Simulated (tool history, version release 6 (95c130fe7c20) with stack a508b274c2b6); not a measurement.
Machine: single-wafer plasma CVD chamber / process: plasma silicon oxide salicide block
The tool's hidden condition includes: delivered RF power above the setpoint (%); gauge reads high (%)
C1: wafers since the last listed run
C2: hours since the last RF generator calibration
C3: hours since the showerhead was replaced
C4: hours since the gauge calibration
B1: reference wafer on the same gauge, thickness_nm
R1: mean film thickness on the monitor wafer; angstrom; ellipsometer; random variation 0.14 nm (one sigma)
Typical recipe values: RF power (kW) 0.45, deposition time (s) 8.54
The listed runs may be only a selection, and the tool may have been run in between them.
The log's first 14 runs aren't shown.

{"run": 15, "day": 10.958, "RF power (kW)": 0.45, "deposition time (s)": 8.54, "C1": 208, "C2": 1768.6, "C3": 7244.3, "C4": 16.6, "B1": 84.343, "R1": 750.43}
{"run": 16, "day": 11.25, "RF power (kW)": 0.45, "deposition time (s)": 8.54, "C1": 224, "C2": 1775.6, "C3": 7251.3, "C4": 23.6, "B1": 84.254, "R1": 747.98}
{"run": 17, "day": 11.517, "RF power (kW)": 0.5, "deposition time (s)": 8.54, "C1": 205, "C2": 1782, "C3": 7257.7, "C4": 30, "B1": 84.343, "R1": 787.3}
{"run": 18, "day": 11.954, "RF power (kW)": 0.53, "deposition time (s)": 7.45, "C1": 337, "C2": 1792.5, "C3": 7268.2, "C4": 40.5, "B1": 84.263, "R1": 704.64}
{"run": 19, "day": 12.238, "RF power (kW)": 0.45, "deposition time (s)": 8.54, "C1": 218, "C2": 1799.3, "C3": 7275, "C4": 47.3, "B1": 84.352, "R1": 750.25}
{"run": 20, "day": 12.858, "RF power (kW)": 0.41, "deposition time (s)": 7.17, "C1": 478, "C2": 1814.2, "C3": 7289.9, "C4": 62.2, "B1": 84.265, "R1": 600.84}
{"run": 21, "day": 13.2, "RF power (kW)": 0.52, "deposition time (s)": 9.44, "C1": 263, "C2": 1822.4, "C3": 7298.1, "C4": 70.4, "B1": 84.272, "R1": 888.44}
{"day": 13.95, "done": "showerhead replaced"}
{"run": 22, "day": 13.971, "RF power (kW)": 0.385, "deposition time (s)": 8.54, "C1": 337, "C2": 1840.9, "C3": 0.5, "C4": 88.9, "B1": 84.282, "R1": 691.07}
{"run": 23, "day": 14.117, "RF power (kW)": 0.45, "deposition time (s)": 8.54, "C1": 112, "C2": 1844.4, "C3": 4, "C4": 92.4, "B1": 84.331, "R1": 746.32}
{"run": 24, "day": 14.654, "RF power (kW)": 0.385, "deposition time (s)": 9.57, "C1": 414, "C2": 1857.3, "C3": 16.9, "C4": 105.3, "B1": 84.306, "R1": 775.63}
{"day": 15.467, "done": "RF generator calibrated"}
{"run": 25, "day": 15.488, "RF power (kW)": 0.45, "deposition time (s)": 8.54, "C1": 385, "C2": 0.5, "C3": 36.9, "C4": 125.3, "B1": 84.336, "R1": 773.8}
{"run": 26, "day": 15.883, "RF power (kW)": 0.525, "deposition time (s)": 9.81, "C1": 305, "C2": 10, "C3": 46.4, "C4": 134.8, "B1": 84.326, "R1": 960.14}
{"run": 27, "day": 16.467, "RF power (kW)": 0.39, "deposition time (s)": 6.87, "C1": 449, "C2": 24, "C3": 60.4, "C4": 148.8, "B1": 84.281, "R1": 578.72}
{"run": 28, "day": 16.992, "RF power (kW)": 0.41, "deposition time (s)": 9.12, "C1": 404, "C2": 36.6, "C3": 73, "C4": 161.4, "B1": 84.3, "R1": 793.23}
{"run": 29, "day": 17.296, "RF power (kW)": 0.45, "deposition time (s)": 8.54, "C1": 234, "C2": 43.9, "C3": 80.3, "C4": 168.7, "B1": 84.326, "R1": 774.27}
{"run": 30, "day": 18.0, "RF power (kW)": 0.45, "deposition time (s)": 8.54, "C1": 542, "C2": 60.8, "C3": 97.2, "C4": 185.6, "B1": 84.292, "R1": 776.95}
{"run": 31, "day": 18.725, "RF power (kW)": 0.4, "deposition time (s)": 9.31, "C1": 558, "C2": 78.2, "C3": 114.6, "C4": 203, "B1": 84.326, "R1": 795.35}
{"run": 32, "day": 19.133, "RF power (kW)": 0.395, "deposition time (s)": 8.54, "C1": 314, "C2": 88, "C3": 124.4, "C4": 212.8, "B1": 84.366, "R1": 723.52}
{"run": 33, "day": 19.596, "RF power (kW)": 0.45, "deposition time (s)": 8.54, "C1": 356, "C2": 99.1, "C3": 135.5, "C4": 223.9, "B1": 84.304, "R1": 775.79}

Each row is a separate what-if for the run after 33, all from the same tool condition, not one after another. Results?
{"run": "A", "day": 19.612, "RF power (kW)": 0.45, "deposition time (s)": 8.54, "C1": 12, "C2": 99.5, "C3": 135.9, "C4": 224.3, "B1": "?", "R1": "?"}
{"run": "B", "day": 19.612, "RF power (kW)": 0.515, "deposition time (s)": 8.54, "C1": 12, "C2": 99.5, "C3": 135.9, "C4": 224.3, "B1": "?", "R1": "?"}
{"run": "C", "day": 19.612, "RF power (kW)": 0.395, "deposition time (s)": 7.48, "C1": 12, "C2": 99.5, "C3": 135.9, "C4": 224.3, "B1": "?", "R1": "?"}
{"run": "D", "day": 19.612, "RF power (kW)": 0.41, "deposition time (s)": 6.95, "C1": 12, "C2": 99.5, "C3": 135.9, "C4": 224.3, "B1": "?", "R1": "?"}

run=A B1=84.268 R1=773.87
run=B B1=84.268 R1=823.82
run=C B1=84.268 R1=634.84
run=D B1=84.268 R1=601.37
With the hidden condition removed and each run's random variation left untouched, the same runs would have given:
run=A R1=781.44
run=B R1=831.87
run=C R1=641.05
run=D R1=607.25
